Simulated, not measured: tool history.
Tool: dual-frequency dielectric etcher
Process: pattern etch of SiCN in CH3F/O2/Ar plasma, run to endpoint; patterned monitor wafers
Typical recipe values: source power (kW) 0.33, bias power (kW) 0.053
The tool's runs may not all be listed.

| run | hour | source power (kW) | bias power (kW) | incoming incoming film thickness, nm | endpoint time (s) |
|---|---|---|---|---|---|
| 1 | 0 | 0.33 | 0.053 | 13.3 | 39.6 |
| 2 | 74.5 | 0.33 | 0.053 | 13.34 | 39.9 |
|  | 134.7 | wet clean of the chamber |
| 3 | 281.2 | 0.33 | 0.053 | 13.26 | 39.7 |
| 4 | 359.2 | 0.36 | 0.053 | 13.47 | 38.7 |
| 5 | 397.2 | 0.33 | 0.053 | 13.35 | 40.1 |
|  | 426.9 | bias power generator calibrated |
| 6 | 495.7 | 0.33 | 0.053 | 13.4 | 39.1 |
|  | 630.7 | wet clean of the chamber |
| 7 | 702.4 | 0.33 | 0.053 | 13.38 | 38.6 |

Run 8, settings as shown, results not yet in. Your forecast:
|  | 740.3 | source power generator calibrated |
|  | 800.2 | upper electrode replaced |
| 8 | 800.7 | 0.31 | 0.04 | 13.42 | ? |

endpoint time (s): 46
Take away the tool's hidden state, keep the run-to-run variation as it was, and the same run would have given endpoint time (s) 45.7.

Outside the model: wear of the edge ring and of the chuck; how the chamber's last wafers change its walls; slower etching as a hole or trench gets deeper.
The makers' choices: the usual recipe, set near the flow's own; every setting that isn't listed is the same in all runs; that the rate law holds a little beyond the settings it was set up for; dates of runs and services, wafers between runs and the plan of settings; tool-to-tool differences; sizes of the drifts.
